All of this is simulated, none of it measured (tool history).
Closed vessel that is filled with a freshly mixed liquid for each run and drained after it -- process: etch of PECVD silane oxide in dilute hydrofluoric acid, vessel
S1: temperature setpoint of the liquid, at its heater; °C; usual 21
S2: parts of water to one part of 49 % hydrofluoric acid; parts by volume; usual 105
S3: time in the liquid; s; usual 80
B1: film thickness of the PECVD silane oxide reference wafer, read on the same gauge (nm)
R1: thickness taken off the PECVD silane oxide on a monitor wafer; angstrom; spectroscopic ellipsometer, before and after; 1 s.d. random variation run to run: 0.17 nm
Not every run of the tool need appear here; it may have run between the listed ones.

Run 1, hour 0: usual settings; B1 60.01. Result: R1 313 angstrom.
Run 2, hour 37.2: usual settings but S2 125 parts by volume; B1 60.01. Result: R1 256.9 angstrom.
Run 3, hour 82.1: usual settings but S2 125 parts by volume; B1 60. Result: R1 258.6 angstrom.
Run 4, hour 157: usual settings; B1 60. Result: R1 317.3 angstrom.
Run 5, hour 209.5: usual settings; B1 60.01. Result: R1 313.2 angstrom.
Run 6, hour 280.4: usual settings but S3 40 s; B1 60. Result: R1 157.1 angstrom.
Run 7, hour 333.1: usual settings but S2 120 parts by volume; B1 60. Result: R1 270.4 angstrom.
Run 8, hour 438.6: usual settings but S1 24 °C; B1 60.01. Result: R1 353.9 angstrom.
Run 9, hour 511: usual settings but S1 17 °C; B1 60. Result: R1 267.4 angstrom.
Run 10, hour 557.4: usual settings but S1 19.5 °C, S2 155 parts by volume, S3 100 s; B1 60. Result: R1 237.8 angstrom.
Run 11, hour 607.6: usual settings; B1 59.99. Result: R1 313.4 angstrom.
Run 12, hour 649.4: usual settings but S2 120 parts by volume; B1 60. Result: R1 270 angstrom.
Run 13, hour 749.6: usual settings; B1 59.99. Result: R1 315.4 angstrom.
Run 14, hour 837.2: usual settings; B1 60. Result: R1 313.6 angstrom.
Run 15, hour 910.4: usual settings but S1 18 °C, S2 140 parts by volume, S3 120 s; B1 60. Result: R1 302.7 angstrom.
Run 16, hour 978.7: usual settings; B1 60. Result: R1 315.3 angstrom.
Run 17, hour 1043.6: usual settings but S1 23.5 °C; B1 60.01. Result: R1 346.5 angstrom.
Run 18, hour 1314.3: usual settings but S1 23 °C, S2 55 parts by volume, S3 50 s; B1 60. Result: R1 430.4 angstrom.
Run 19, hour 1395: usual settings; B1 60.01. Result: R1 313.7 angstrom.
Run 20, hour 1480.8: usual settings but S2 130 parts by volume; B1 60. Result: R1 247 angstrom.
Run 21, hour 1571.5: usual settings but S2 130 parts by volume, S3 35 s; B1 60.01. Result: R1 108.5 angstrom.
Run 22, hour 1702.6: usual settings but S2 80 parts by volume; B1 60.01. Result: R1 420.5 angstrom.
Run 23, hour 1751: usual settings but S1 24.5 °C; B1 59.99. Result: R1 359 angstrom.
Run 24, hour 1816.1: usual settings but S1 18 °C, S2 65 parts by volume, S3 115 s; B1 60.02. Result: R1 676.1 angstrom.
Run 25, hour 1890.6: usual settings but S1 17 °C, S3 45 s; B1 60. Result: R1 149.9 angstrom.
Run 26, hour 1995.4: usual settings but S2 140 parts by volume, S3 100 s; B1 60.01. Result: R1 286.2 angstrom.
Run 27, hour 2052.5: usual settings; B1 60. Result: R1 314.8 angstrom.
Run 28, hour 2344.8: usual settings; B1 59.98. Result: R1 313.6 angstrom.
Run 29, hour 2393.1: usual settings; B1 60. Result: R1 317.2 angstrom.
Run 30, hour 2561.4: usual settings but S3 115 s; B1 60.01. Result: R1 453.2 angstrom.
Run 31, hour 2624.8: usual settings but S1 25.5 °C; B1 60. Result: R1 378.3 angstrom.
Run 32, hour 2685.6: usual settings but S1 17 °C, S2 140 parts by volume, S3 110 s; B1 60.03. Result: R1 264.1 angstrom.

Not shown: 5 entries that the log had between the listed runs. Between which runs, and how does the tool's hidden state differ before and after?
From run 3 to run 4: gauge calibrated (hour 110.7)
  no difference in the tool's unlogged condition between these two runs
From run 7 to run 8: hydrofluoric acid flow meter replaced (hour 430.2)
  no difference in the tool's unlogged condition between these two runs
From run 19 to run 20: hydrofluoric acid flow meter replaced (hour 1410.1)
  no difference in the tool's unlogged condition between these two runs
From run 25 to run 26: thermometer replaced (hour 1988.1)
  no difference in the tool's unlogged condition between these two runs
From run 27 to run 28: hydrofluoric acid flow meter replaced (hour 2184.2)
  no difference in the tool's unlogged condition between these two runs
